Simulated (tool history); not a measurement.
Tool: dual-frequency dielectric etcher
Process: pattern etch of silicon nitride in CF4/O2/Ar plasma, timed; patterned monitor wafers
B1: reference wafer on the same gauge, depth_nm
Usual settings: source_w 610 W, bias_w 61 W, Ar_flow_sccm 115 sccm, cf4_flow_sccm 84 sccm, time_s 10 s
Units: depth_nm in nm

Run 1, hour 0: usual settings but source_w 470 W, bias_w 49 W, Ar_flow_sccm 135 sccm, time_s 12 s; B1 27.43. Result: depth_nm 16.33 nm.
Run 2, hour 16.6: usual settings but bias_w 64 W, time_s 12 s; B1 27.39. Result: depth_nm 28.5 nm.
Run 3, hour 34.9: usual settings; B1 27.39. Result: depth_nm 23.31 nm.
At hour 43.5: Ar flow controller replaced.
Run 4, hour 51.3: usual settings but Ar_flow_sccm 124 sccm, cf4_flow_sccm 67 sccm, time_s 12 s; B1 27.41. Result: depth_nm 26.76 nm.
Run 5, hour 75.5: usual settings but source_w 660 W, bias_w 48 W, time_s 11 s; B1 27.41. Result: depth_nm 24.4 nm.
At hour 90.4: source power generator calibrated.
Run 6, hour 90.9: usual settings but source_w 570 W, bias_w 49 W, cf4_flow_sccm 74 sccm, time_s 11.5 s; B1 27.42. Result: depth_nm 20.8 nm.
Run 7, hour 112.6: usual settings but bias_w 72 W; B1 27.39. Result: depth_nm 25.11 nm.
Run 8, hour 130.3: usual settings; B1 27.4. Result: depth_nm 22.72 nm.
Run 9, hour 151.9: usual settings but Ar_flow_sccm 98 sccm, cf4_flow_sccm 94 sccm; B1 27.41. Result: depth_nm 23.43 nm.
Run 10, hour 177.8: usual settings but Ar_flow_sccm 88 sccm; B1 27.41. Result: depth_nm 23.31 nm.
Run 11, hour 190.7: usual settings but time_s 9 s; B1 27.42. Result: depth_nm 20.51 nm.
At hour 260.5: wet clean of the chamber.
Run 12, hour 282.8: usual settings but cf4_flow_sccm 101 sccm, time_s 11.5 s; B1 27.4. Result: depth_nm 27.53 nm.
Run 13, hour 312.3: usual settings; B1 27.36. Result: depth_nm 23.51 nm.
Run 14, hour 342.6: usual settings but bias_w 56 W; B1 27.41. Result: depth_nm 22.21 nm.
Run 15, hour 370.4: usual settings but source_w 520 W; B1 27.4. Result: depth_nm 18.74 nm.
Run 16, hour 385.3: usual settings but source_w 690 W, cf4_flow_sccm 65 sccm; B1 27.39. Result: depth_nm 26.72 nm.
Run 17, hour 401: usual settings but cf4_flow_sccm 101 sccm; B1 27.37. Result: depth_nm 23.71 nm.
Run 18, hour 430: usual settings but bias_w 52 W; B1 27.37. Result: depth_nm 21.15 nm.
Run 19, hour 459.9: usual settings but source_w 540 W, Ar_flow_sccm 98 sccm, cf4_flow_sccm 71 sccm; B1 27.4. Result: depth_nm 19.53 nm.
Run 20, hour 476.7: usual settings but bias_w 65 W, time_s 8 s; B1 27.4. Result: depth_nm 19.19 nm.

Forecast each of these 5 alternatives for the next run:
Run A, hour 477.1: usual settings; B1 ?. Result: depth_nm ?.
Run B, hour 477.1: usual settings but source_w 720 W, Ar_flow_sccm 137 sccm; B1 ?. Result: depth_nm ?.
Run C, hour 477.1: usual settings but source_w 490 W; B1 ?. Result: depth_nm ?.
Run D, hour 477.1: usual settings but source_w 650 W, bias_w 68 W, Ar_flow_sccm 133 sccm, time_s 7.5 s; B1 ?. Result: depth_nm ?.
Run E, hour 477.1: usual settings but source_w 650 W, bias_w 67 W, Ar_flow_sccm 143 sccm, cf4_flow_sccm 73 sccm; B1 ?. Result: depth_nm ?.

run     B1  depth_nm
  A  27.41     23.06
  B  27.41     28.04
  C  27.41     16.78
  D  27.41     19.71
  E  27.41     25.46
Without the tool's hidden state the same runs would have given:
run  depth_nm
  A     23.62
  B     28.71
  C     17.18
  D     20.18
  E     26.07
